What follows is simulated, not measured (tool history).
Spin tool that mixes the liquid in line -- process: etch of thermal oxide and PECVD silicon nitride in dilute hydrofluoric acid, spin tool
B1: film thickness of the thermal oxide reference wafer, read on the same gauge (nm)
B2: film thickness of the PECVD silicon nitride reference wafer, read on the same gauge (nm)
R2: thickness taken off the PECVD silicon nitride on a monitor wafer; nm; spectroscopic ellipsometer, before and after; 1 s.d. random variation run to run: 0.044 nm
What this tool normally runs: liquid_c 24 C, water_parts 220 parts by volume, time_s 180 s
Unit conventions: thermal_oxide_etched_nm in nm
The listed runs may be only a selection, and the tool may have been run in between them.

{"run": 1, "hour": 0.0, "liquid_c": 24, "water_parts": 220, "time_s": 180, "B1": 30.003, "B2": 69.999, "thermal_oxide_etched_nm": 3.369, "R2": 3.881}
{"run": 2, "hour": 64.7, "liquid_c": 24, "water_parts": 220, "time_s": 180, "B1": 29.979, "B2": 69.983, "thermal_oxide_etched_nm": 3.323, "R2": 3.882}
{"run": 3, "hour": 122.2, "liquid_c": 24, "water_parts": 220, "time_s": 180, "B1": 29.948, "B2": 70.005, "thermal_oxide_etched_nm": 3.354, "R2": 3.9}
{"run": 4, "hour": 166.5, "liquid_c": 20.5, "water_parts": 220, "time_s": 180, "B1": 29.987, "B2": 70.006, "thermal_oxide_etched_nm": 2.892, "R2": 3.085}
{"run": 5, "hour": 235.9, "liquid_c": 20.5, "water_parts": 220, "time_s": 180, "B1": 30.02, "B2": 70.009, "thermal_oxide_etched_nm": 2.891, "R2": 3.092}
{"run": 6, "hour": 278.2, "liquid_c": 24, "water_parts": 220, "time_s": 95, "B1": 30.012, "B2": 70.006, "thermal_oxide_etched_nm": 1.754, "R2": 2.012}
{"run": 7, "hour": 334.7, "liquid_c": 24, "water_parts": 220, "time_s": 95, "B1": 29.985, "B2": 70.01, "thermal_oxide_etched_nm": 1.743, "R2": 1.992}
{"run": 8, "hour": 404.8, "liquid_c": 24, "water_parts": 220, "time_s": 180, "B1": 30.038, "B2": 70.005, "thermal_oxide_etched_nm": 3.302, "R2": 3.891}
{"run": 9, "hour": 439.2, "liquid_c": 24, "water_parts": 220, "time_s": 180, "B1": 30.034, "B2": 69.996, "thermal_oxide_etched_nm": 3.334, "R2": 3.851}
{"run": 10, "hour": 486.1, "liquid_c": 24, "water_parts": 220, "time_s": 180, "B1": 30.016, "B2": 69.994, "thermal_oxide_etched_nm": 3.325, "R2": 3.822}
{"hour": 514.1, "done": "thermometer replaced"}
{"run": 11, "hour": 548.0, "liquid_c": 24, "water_parts": 220, "time_s": 180, "B1": 30.028, "B2": 69.985, "thermal_oxide_etched_nm": 3.671, "R2": 4.554}
{"hour": 580.9, "done": "gauge calibrated"}
{"run": 12, "hour": 591.9, "liquid_c": 24, "water_parts": 220, "time_s": 180, "B1": 29.982, "B2": 70.013, "thermal_oxide_etched_nm": 3.69, "R2": 4.522}
{"run": 13, "hour": 639.1, "liquid_c": 24, "water_parts": 280, "time_s": 215, "B1": 30.01, "B2": 70.018, "thermal_oxide_etched_nm": 3.22, "R2": 4.229}
{"run": 14, "hour": 698.6, "liquid_c": 24, "water_parts": 220, "time_s": 180, "B1": 30.009, "B2": 69.995, "thermal_oxide_etched_nm": 3.625, "R2": 4.449}
{"hour": 749.7, "done": "hydrofluoric acid flow meter replaced"}
{"run": 15, "hour": 757.9, "liquid_c": 24, "water_parts": 220, "time_s": 180, "B1": 29.992, "B2": 69.996, "thermal_oxide_etched_nm": 3.638, "R2": 4.505}
{"run": 16, "hour": 802.0, "liquid_c": 29, "water_parts": 110, "time_s": 180, "B1": 29.985, "B2": 69.988, "thermal_oxide_etched_nm": 9.869, "R2": 12.152}
{"run": 17, "hour": 842.8, "liquid_c": 24, "water_parts": 300, "time_s": 215, "B1": 29.972, "B2": 70.014, "thermal_oxide_etched_nm": 2.935, "R2": 3.834}
{"run": 18, "hour": 899.4, "liquid_c": 21.5, "water_parts": 220, "time_s": 110, "B1": 30.01, "B2": 70.018, "thermal_oxide_etched_nm": 1.998, "R2": 2.315}
{"run": 19, "hour": 924.5, "liquid_c": 21.5, "water_parts": 320, "time_s": 180, "B1": 29.978, "B2": 69.999, "thermal_oxide_etched_nm": 2.07, "R2": 2.627}
{"run": 20, "hour": 988.7, "liquid_c": 24, "water_parts": 220, "time_s": 180, "B1": 29.987, "B2": 69.984, "thermal_oxide_etched_nm": 3.58, "R2": 4.397}
{"run": 21, "hour": 1042.7, "liquid_c": 28.5, "water_parts": 180, "time_s": 180, "B1": 29.963, "B2": 69.999, "thermal_oxide_etched_nm": 5.383, "R2": 7.092}
{"run": 22, "hour": 1068.3, "liquid_c": 24, "water_parts": 220, "time_s": 180, "B1": 29.995, "B2": 70.018, "thermal_oxide_etched_nm": 3.599, "R2": 4.351}
{"run": 23, "hour": 1104.1, "liquid_c": 26, "water_parts": 220, "time_s": 180, "B1": 30.032, "B2": 69.996, "thermal_oxide_etched_nm": 3.885, "R2": 4.895}
{"run": 24, "hour": 1143.6, "liquid_c": 24, "water_parts": 220, "time_s": 180, "B1": 29.996, "B2": 69.99, "thermal_oxide_etched_nm": 3.572, "R2": 4.337}
{"run": 25, "hour": 1178.6, "liquid_c": 19.5, "water_parts": 330, "time_s": 230, "B1": 30.018, "B2": 69.994, "thermal_oxide_etched_nm": 2.33, "R2": 2.855}

Below are 5 alternative next runs, each starting from the tool's condition after run 25. Predict each:
{"run": "A", "hour": 1179.1, "liquid_c": 24, "water_parts": 220, "time_s": 260, "B1": "?", "B2": "?", "thermal_oxide_etched_nm": "?", "R2": "?"}
{"run": "B", "hour": 1179.1, "liquid_c": 21.5, "water_parts": 300, "time_s": 225, "B1": "?", "B2": "?", "thermal_oxide_etched_nm": "?", "R2": "?"}
{"run": "C", "hour": 1179.1, "liquid_c": 28, "water_parts": 170, "time_s": 245, "B1": "?", "B2": "?", "thermal_oxide_etched_nm": "?", "R2": "?"}
{"run": "D", "hour": 1179.1, "liquid_c": 19, "water_parts": 220, "time_s": 180, "B1": "?", "B2": "?", "thermal_oxide_etched_nm": "?", "R2": "?"}
{"run": "E", "hour": 1179.1, "liquid_c": 24, "water_parts": 220, "time_s": 290, "B1": "?", "B2": "?", "thermal_oxide_etched_nm": "?", "R2": "?"}

run=A B1=29.982 B2=70.01 thermal_oxide_etched_nm=5.167 R2=6.348
run=B B1=29.982 B2=70.01 thermal_oxide_etched_nm=2.77 R2=3.462
run=C B1=29.982 B2=70.01 thermal_oxide_etched_nm=7.712 R2=9.936
run=D B1=29.982 B2=70.01 thermal_oxide_etched_nm=2.96 R2=3.18
run=E B1=29.982 B2=70.01 thermal_oxide_etched_nm=5.763 R2=7.08
With the hidden condition removed and each run's random variation left untouched, the same runs would have given:
run=A thermal_oxide_etched_nm=5.309 R2=6.65
run=B thermal_oxide_etched_nm=2.845 R2=3.627
run=C thermal_oxide_etched_nm=7.921 R2=10.402
run=D thermal_oxide_etched_nm=3.046 R2=3.339
run=E thermal_oxide_etched_nm=5.921 R2=7.418

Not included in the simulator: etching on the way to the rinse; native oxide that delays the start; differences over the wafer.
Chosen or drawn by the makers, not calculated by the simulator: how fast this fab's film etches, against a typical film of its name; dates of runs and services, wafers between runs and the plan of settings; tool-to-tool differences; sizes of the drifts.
